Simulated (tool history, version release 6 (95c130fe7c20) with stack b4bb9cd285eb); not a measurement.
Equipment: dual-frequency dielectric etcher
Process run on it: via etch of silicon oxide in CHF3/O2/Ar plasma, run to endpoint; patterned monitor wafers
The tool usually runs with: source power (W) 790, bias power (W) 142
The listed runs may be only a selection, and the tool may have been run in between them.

run    hour  source power (W)  bias power (W)  incoming incoming film thickness, nm  endpoint time (s)
  1     0.0               710             142                                 486.1              233.0
       73.3  -- wet clean of the chamber
  2    73.8               710             142                                 478.8              228.2
  3   111.7               790             142                                 480.6              220.1
  4   172.6               900             142                                 485.6              214.7
  5   221.3               900             142                                 483.2              213.4
  6   269.9               900             142                                 485.4              210.5
  7   302.4               790             123                                 487.6              236.6
  8   354.4               790             142                                 492.9              228.9
  9   412.0               790             132                                 487.8              229.7
      467.0  -- wet clean of the chamber
 10   467.5               790             132                                 481.3              226.3
 11   557.2               670             112                                 484.4              253.2
 12   662.7               900             142                                 487.9              217.4
 13   700.0               930             113                                 481.1              216.7
      760.1  -- source power generator calibrated
 14   761.4               710             109                                 485.9              250.7
 15   832.4               790             132                                 486.7              227.4
      891.3  -- upper electrode replaced
      916.3  -- wet clean of the chamber
 16   916.8               700             142                                 485.7              241.2
 17   946.9               690             107                                 487.1              252.7
      973.1  -- bias power generator calibrated
 18   983.5               790             117                                 484.5              234.0
 19  1186.7               720             132                                 483.0              237.5
 20  1215.2               790             142                                 487.9              227.4
 21  1259.4               970             107                                 485.4              214.1

Below are 5 alternative next runs, each starting from the tool's condition after run 21. Predict each:
  A  1259.9               790             165                                 489.9                  ?
  B  1259.9               870             109                                 489.9                  ?
  C  1259.9               900             166                                 489.9                  ?
  D  1259.9               790             112                                 489.9                  ?
  E  1259.9               880             161                                 489.9                  ?

run  endpoint time (s)
  A              218.9
  B              226.8
  C              207.2
  D              235.1
  E              210.5
Take away the tool's hidden state, keep each run's random variation, and the runs would have read:
run  endpoint time (s)
  A              218.9
  B              226.8
  C              207.2
  D              235.1
  E              210.5

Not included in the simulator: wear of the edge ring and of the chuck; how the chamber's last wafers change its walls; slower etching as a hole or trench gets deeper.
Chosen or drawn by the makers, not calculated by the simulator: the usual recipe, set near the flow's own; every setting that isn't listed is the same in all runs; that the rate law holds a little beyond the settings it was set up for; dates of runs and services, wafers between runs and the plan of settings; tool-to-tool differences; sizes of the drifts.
